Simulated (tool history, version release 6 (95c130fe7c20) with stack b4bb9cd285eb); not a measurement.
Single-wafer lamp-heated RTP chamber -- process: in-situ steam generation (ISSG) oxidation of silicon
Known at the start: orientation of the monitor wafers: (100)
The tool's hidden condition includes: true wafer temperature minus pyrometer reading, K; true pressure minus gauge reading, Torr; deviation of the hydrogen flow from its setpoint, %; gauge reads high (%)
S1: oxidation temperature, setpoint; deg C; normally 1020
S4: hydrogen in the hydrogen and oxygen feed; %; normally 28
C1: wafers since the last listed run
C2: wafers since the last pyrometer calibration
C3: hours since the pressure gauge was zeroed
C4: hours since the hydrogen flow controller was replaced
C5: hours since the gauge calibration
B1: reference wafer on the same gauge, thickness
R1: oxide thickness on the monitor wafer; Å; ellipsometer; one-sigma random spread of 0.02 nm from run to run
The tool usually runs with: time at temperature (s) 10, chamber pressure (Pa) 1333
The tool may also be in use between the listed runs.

{"run": 1, "hour": 0.0, "S1": 1020, "time at temperature (s)": 10, "chamber pressure (Pa)": 1333, "S4": 28, "C1": 0, "C2": 1104, "C3": 3865.1, "C4": 3647.5, "C5": 69.5, "B1": 3.98, "R1": 49.13}
{"run": 2, "hour": 23.2, "S1": 1020, "time at temperature (s)": 10, "chamber pressure (Pa)": 1360, "S4": 28, "C1": 215, "C2": 1319, "C3": 3888.3, "C4": 3670.7, "C5": 92.7, "B1": 3.981, "R1": 49.1}
{"run": 3, "hour": 54.1, "S1": 1020, "time at temperature (s)": 10, "chamber pressure (Pa)": 1360, "S4": 28, "C1": 287, "C2": 1606, "C3": 3919.2, "C4": 3701.6, "C5": 123.6, "B1": 3.985, "R1": 49.11}
{"run": 4, "hour": 89.2, "S1": 1020, "time at temperature (s)": 7, "chamber pressure (Pa)": 1333, "S4": 28, "C1": 326, "C2": 1932, "C3": 3954.3, "C4": 3736.7, "C5": 158.7, "B1": 3.984, "R1": 42.53}
{"run": 5, "hour": 149.5, "S1": 1020, "time at temperature (s)": 7, "chamber pressure (Pa)": 1333, "S4": 28, "C1": 560, "C2": 2493, "C3": 4014.6, "C4": 3797, "C5": 219, "B1": 3.983, "R1": 42.36}
{"run": 6, "hour": 161.5, "S1": 1020, "time at temperature (s)": 10, "chamber pressure (Pa)": 1333, "S4": 28, "C1": 111, "C2": 2604, "C3": 4026.6, "C4": 3809, "C5": 231, "B1": 3.978, "R1": 49.67}
{"run": 7, "hour": 178.7, "S1": 1020, "time at temperature (s)": 10, "chamber pressure (Pa)": 1333, "S4": 28, "C1": 159, "C2": 2764, "C3": 4043.8, "C4": 3826.2, "C5": 248.2, "B1": 3.988, "R1": 49.96}
{"run": 8, "hour": 208.5, "S1": 1020, "time at temperature (s)": 10, "chamber pressure (Pa)": 1333, "S4": 28, "C1": 276, "C2": 3041, "C3": 4073.6, "C4": 3856, "C5": 278, "B1": 3.985, "R1": 49.51}
{"hour": 234.2, "done": "pyrometer window cleaned and pyrometer calibrated"}
{"run": 9, "hour": 241.2, "S1": 1020, "time at temperature (s)": 10, "chamber pressure (Pa)": 1333, "S4": 28, "C1": 229, "C2": 64, "C3": 4106.3, "C4": 3888.7, "C5": 310.7, "B1": 3.98, "R1": 48.33}
{"run": 10, "hour": 254.3, "S1": 1020, "time at temperature (s)": 10, "chamber pressure (Pa)": 1333, "S4": 28, "C1": 121, "C2": 186, "C3": 4119.4, "C4": 3901.8, "C5": 323.8, "B1": 3.975, "R1": 48.69}
{"hour": 278.5, "done": "hydrogen flow controller replaced"}
{"run": 11, "hour": 282.7, "S1": 1020, "time at temperature (s)": 10, "chamber pressure (Pa)": 1333, "S4": 28, "C1": 189, "C2": 376, "C3": 4147.8, "C4": 4.2, "C5": 352.2, "B1": 3.983, "R1": 48.55}
{"run": 12, "hour": 317.0, "S1": 1020, "time at temperature (s)": 10, "chamber pressure (Pa)": 1333, "S4": 28, "C1": 318, "C2": 694, "C3": 4182.1, "C4": 38.5, "C5": 386.5, "B1": 3.981, "R1": 49.29}
{"run": 13, "hour": 329.4, "S1": 1020, "time at temperature (s)": 10, "chamber pressure (Pa)": 1333, "S4": 28, "C1": 115, "C2": 809, "C3": 4194.5, "C4": 50.9, "C5": 398.9, "B1": 3.982, "R1": 49.4}
{"run": 14, "hour": 355.8, "S1": 1035, "time at temperature (s)": 10, "chamber pressure (Pa)": 1360, "S4": 28, "C1": 245, "C2": 1055, "C3": 4220.9, "C4": 77.3, "C5": 425.3, "B1": 3.981, "R1": 52.5}
{"hour": 364.0, "done": "pressure gauge zeroed"}
{"run": 15, "hour": 373.8, "S1": 1020, "time at temperature (s)": 13, "chamber pressure (Pa)": 1240, "S4": 25, "C1": 92, "C2": 1148, "C3": 9.8, "C4": 95.3, "C5": 443.3, "B1": 3.983, "R1": 55.67}
{"run": 16, "hour": 393.3, "S1": 1020, "time at temperature (s)": 10, "chamber pressure (Pa)": 1333, "S4": 28, "C1": 181, "C2": 1329, "C3": 29.3, "C4": 114.8, "C5": 462.8, "B1": 3.988, "R1": 49.75}
{"run": 17, "hour": 420.7, "S1": 1001, "time at temperature (s)": 7, "chamber pressure (Pa)": 1333, "S4": 28, "C1": 254, "C2": 1584, "C3": 56.7, "C4": 142.2, "C5": 490.2, "B1": 3.985, "R1": 40.08}
{"run": 18, "hour": 449.3, "S1": 1020, "time at temperature (s)": 10, "chamber pressure (Pa)": 1187, "S4": 28, "C1": 265, "C2": 1849, "C3": 85.3, "C4": 170.8, "C5": 518.8, "B1": 3.98, "R1": 51.09}
{"hour": 470.1, "done": "gauge calibrated"}
{"run": 19, "hour": 477.1, "S1": 1020, "time at temperature (s)": 10, "chamber pressure (Pa)": 1333, "S4": 28, "C1": 258, "C2": 2108, "C3": 113.1, "C4": 198.6, "C5": 7, "B1": 3.982, "R1": 50.24}
{"run": 20, "hour": 511.6, "S1": 1020, "time at temperature (s)": 10, "chamber pressure (Pa)": 1333, "S4": 28, "C1": 320, "C2": 2428, "C3": 147.6, "C4": 233.1, "C5": 41.5, "B1": 3.978, "R1": 49.53}
{"run": 21, "hour": 531.4, "S1": 1020, "time at temperature (s)": 10, "chamber pressure (Pa)": 1333, "S4": 22, "C1": 183, "C2": 2612, "C3": 167.4, "C4": 252.9, "C5": 61.3, "B1": 3.984, "R1": 47.28}
{"run": 22, "hour": 558.4, "S1": 1020, "time at temperature (s)": 10, "chamber pressure (Pa)": 1333, "S4": 28, "C1": 250, "C2": 2863, "C3": 194.4, "C4": 279.9, "C5": 88.3, "B1": 3.977, "R1": 49.88}
{"run": 23, "hour": 577.6, "S1": 1020, "time at temperature (s)": 10, "chamber pressure (Pa)": 1333, "S4": 32, "C1": 178, "C2": 3041, "C3": 213.6, "C4": 299.1, "C5": 107.5, "B1": 3.98, "R1": 51.64}
{"run": 24, "hour": 591.6, "S1": 1005, "time at temperature (s)": 9, "chamber pressure (Pa)": 1360, "S4": 32, "C1": 130, "C2": 3171, "C3": 227.6, "C4": 313.1, "C5": 121.5, "B1": 3.985, "R1": 46.65}
{"hour": 611.3, "done": "pyrometer window cleaned and pyrometer calibrated"}
{"run": 25, "hour": 624.5, "S1": 1014, "time at temperature (s)": 10, "chamber pressure (Pa)": 1333, "S4": 28, "C1": 231, "C2": 122, "C3": 260.5, "C4": 346, "C5": 154.4, "B1": 3.983, "R1": 47.65}
{"run": 26, "hour": 652.9, "S1": 1020, "time at temperature (s)": 10, "chamber pressure (Pa)": 1333, "S4": 28, "C1": 263, "C2": 386, "C3": 288.9, "C4": 374.4, "C5": 182.8, "B1": 3.982, "R1": 48.55}

Here are 4 independent what-if runs from the current tool condition. What would each one return?
{"run": "A", "hour": 653.3, "S1": 1020, "time at temperature (s)": 10, "chamber pressure (Pa)": 1333, "S4": 28, "C1": 3, "C2": 390, "C3": 289.3, "C4": 374.8, "C5": 183.2, "B1": "?", "R1": "?"}
{"run": "B", "hour": 653.3, "S1": 1020, "time at temperature (s)": 11, "chamber pressure (Pa)": 1213, "S4": 28, "C1": 3, "C2": 390, "C3": 289.3, "C4": 374.8, "C5": 183.2, "B1": "?", "R1": "?"}
{"run": "C", "hour": 653.3, "S1": 1020, "time at temperature (s)": 12, "chamber pressure (Pa)": 1227, "S4": 23, "C1": 3, "C2": 390, "C3": 289.3, "C4": 374.8, "C5": 183.2, "B1": "?", "R1": "?"}
{"run": "D", "hour": 653.3, "S1": 1020, "time at temperature (s)": 10, "chamber pressure (Pa)": 1333, "S4": 20, "C1": 3, "C2": 390, "C3": 289.3, "C4": 374.8, "C5": 183.2, "B1": "?", "R1": "?"}

run=A B1=3.976 R1=48.53
run=B B1=3.976 R1=51.64
run=C B1=3.976 R1=51.04
run=D B1=3.976 R1=44.78
Without the tool's unlogged condition, the same runs would have read:
run=A R1=47.97
run=B R1=51.03
run=C R1=50.41
run=D R1=44.26
